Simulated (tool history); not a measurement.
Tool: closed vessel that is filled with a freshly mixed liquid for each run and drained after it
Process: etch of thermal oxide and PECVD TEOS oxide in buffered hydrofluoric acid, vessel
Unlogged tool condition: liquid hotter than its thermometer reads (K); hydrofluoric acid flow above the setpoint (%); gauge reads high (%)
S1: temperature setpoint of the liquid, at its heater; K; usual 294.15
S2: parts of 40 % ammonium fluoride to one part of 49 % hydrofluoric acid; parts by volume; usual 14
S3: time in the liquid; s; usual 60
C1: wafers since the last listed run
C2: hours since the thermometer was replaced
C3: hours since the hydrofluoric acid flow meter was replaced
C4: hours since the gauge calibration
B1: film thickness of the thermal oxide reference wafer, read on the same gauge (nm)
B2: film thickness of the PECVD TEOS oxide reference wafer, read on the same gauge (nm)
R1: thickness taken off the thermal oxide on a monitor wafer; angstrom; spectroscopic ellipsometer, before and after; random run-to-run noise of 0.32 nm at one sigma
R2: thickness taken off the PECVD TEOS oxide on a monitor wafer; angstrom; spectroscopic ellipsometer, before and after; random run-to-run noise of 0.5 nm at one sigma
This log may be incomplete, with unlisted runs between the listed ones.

run	day	S1	S2	S3	C1	C2	C3	C4	B1	B2	R1	R2
1	0	294.15	14	60	0	1673.1	1488.8	244.6	150.01	149.99	476.4	1440.7
2	0.979	294.15	11.5	60	2006	1696.6	1512.3	268.1	150	150.01	581.7	1743.1
3	1.904	294.15	11.5	60	1895	1718.8	1534.5	290.3	149.99	150	581.7	1737.4
4	2.754	294.15	14	60	1741	1739.2	1554.9	310.7	149.97	150.01	482.6	1441.6
5	4.233	294.15	14	60	3030	1774.7	1590.4	346.2	149.99	150.03	476.9	1448.1
6	4.908	294.15	14	60	1383	1790.9	1606.6	362.4	150.04	150.01	485.8	1454.7
7	6.329	294.15	14	60	2911	1825	1640.7	396.5	150.03	150	479.3	1450.9
8	7.367	294.15	14	60	2125	1849.9	1665.6	421.4	150.04	150.03	488.8	1452
9	8.721	294.15	14	60	2774	1882.4	1698.1	453.9	150	150	489.4	1463.4
# day 8.817: gauge calibrated
10	9.621	294.15	14	60	1844	1904	1719.7	19.3	150.03	150.01	493.7	1468.6
# day 10.158: thermometer replaced
11	10.55	294.15	14	60	1818	9.4	1742	41.6	150	149.96	435.7	1311.4
12	11.75	294.15	14	60	2458	38.2	1770.8	70.4	150.01	149.98	431.9	1323.6
13	12.862	294.15	16	60	2279	64.9	1797.5	97.1	150	150.03	385.8	1158.3
14	13.646	296.65	19.5	60	1605	83.7	1816.3	115.9	150.07	149.98	371.1	1101.8
15	14.733	294.15	14	80	2228	109.8	1842.4	142	149.98	150.05	589.1	1772.2
16	15.367	294.15	14	60	1297	125	1857.6	157.2	150.04	150.03	436.1	1326
17	16.783	290.15	12.5	60	2902	159	1891.6	191.2	149.99	149.96	393.3	1190.4
18	18.104	294.15	14	60	2706	190.7	1923.3	222.9	150	150.01	447.3	1337.3
# day 20.446: hydrofluoric acid flow meter replaced
19	22.35	294.15	14	60	8614	292.6	45.7	324.8	149.94	149.99	403.6	1235.7
20	23.496	294.15	18.5	60	2347	320.1	73.2	352.3	150.02	150	312	938.3
21	24.317	294.15	18	30	1681	339.8	92.9	372	150.01	150.02	160.6	481.2
22	25.342	292.15	8.5	35	2100	364.4	117.5	396.6	150.03	149.96	341.3	1023.5
23	26.288	299.15	16.5	30	1938	387.1	140.2	419.3	150.03	150	231.7	693
24	27.121	294.15	10	60	1707	407.1	160.2	439.3	150.01	149.96	571.8	1717.8
25	27.75	297.15	17	30	1289	422.2	175.3	454.4	149.99	150.02	201.4	608.7
26	29.217	290.15	14	60	3005	457.4	210.5	489.6	149.99	150	331	1008.1

Subtracting, for every run, the result it would have given without the tool's unlogged condition from the measured result gives the following. The same run-to-run variation enters both numbers; the gauge's scatter may not:
run	R1	R2
1	+84.3	+254.9
2	+104	+311.7
3	+105.1	+313.8
4	+88.4	+264.2
5	+88.7	+269.5
6	+91.1	+272.9
7	+91.4	+276.8
8	+94.2	+279.7
9	+95.8	+286.4
10	+97.5	+289.9
11	+45.2	+136
12	+45.9	+140.9
13	+42.2	+126.7
14	+41.3	+122.5
15	+66.9	+201.2
16	+50	+152
17	+46.5	+140.7
18	+54.1	+161.7
19	+16.3	+49.9
20	+13.5	+40.8
21	+7.3	+21.9
22	+17.3	+51.9
23	+11.5	+34.4
24	+25.8	+77.5
25	+10.8	+32.8
26	+19.6	+59.5
